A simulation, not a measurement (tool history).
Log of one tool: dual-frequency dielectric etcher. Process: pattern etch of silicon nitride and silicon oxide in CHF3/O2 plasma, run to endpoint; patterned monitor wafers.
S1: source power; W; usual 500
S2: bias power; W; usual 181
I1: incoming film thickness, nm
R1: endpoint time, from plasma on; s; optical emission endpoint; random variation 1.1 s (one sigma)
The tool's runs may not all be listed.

run   hour   S1   S2     I1     R1
  1    0.0  500  181  263.0  199.4
  2   20.9  500  181  260.3  200.8
  3   46.1  440  181  261.7  208.7
  4   62.0  500  181  261.7  200.5
     119.8  -- wet clean of the chamber
     132.6  -- upper electrode replaced, of another model than before
  5  133.1  500  181  262.6  190.7
  6  143.3  500  181  259.8  188.7
  7  178.8  500  198  260.8  186.5
  8  194.4  500  198  257.0  183.3
  9  210.4  430  181  263.8  200.4
     221.3  -- bias power generator calibrated
 10  228.7  430  181  262.0  200.6
 11  250.2  500  181  262.1  194.4
 12  264.0  500  181  260.1  192.5
 13  276.7  580  201  263.0  184.3
 14  306.2  500  181  262.9  195.4
 15  337.8  590  154  263.4  200.4
 16  366.4  440  155  261.5  212.5
 17  395.9  500  181  266.2  201.4
 18  431.5  500  181  260.1  198.1
 19  466.4  600  138  263.0  207.6
 20  481.7  500  181  262.3  202.0
     518.8  -- wet clean of the chamber
     521.2  -- source power generator calibrated
 21  521.7  610  203  260.0  176.1
 22  532.6  410  213  261.1  189.0
 23  547.8  500  181  262.0  192.2

Forecast run 24:
 24  571.4  500  181  260.6   ?

{"run 24": {"R1": 189.8}}
Without the tool's hidden state the same run would have given R1 188.8 s.

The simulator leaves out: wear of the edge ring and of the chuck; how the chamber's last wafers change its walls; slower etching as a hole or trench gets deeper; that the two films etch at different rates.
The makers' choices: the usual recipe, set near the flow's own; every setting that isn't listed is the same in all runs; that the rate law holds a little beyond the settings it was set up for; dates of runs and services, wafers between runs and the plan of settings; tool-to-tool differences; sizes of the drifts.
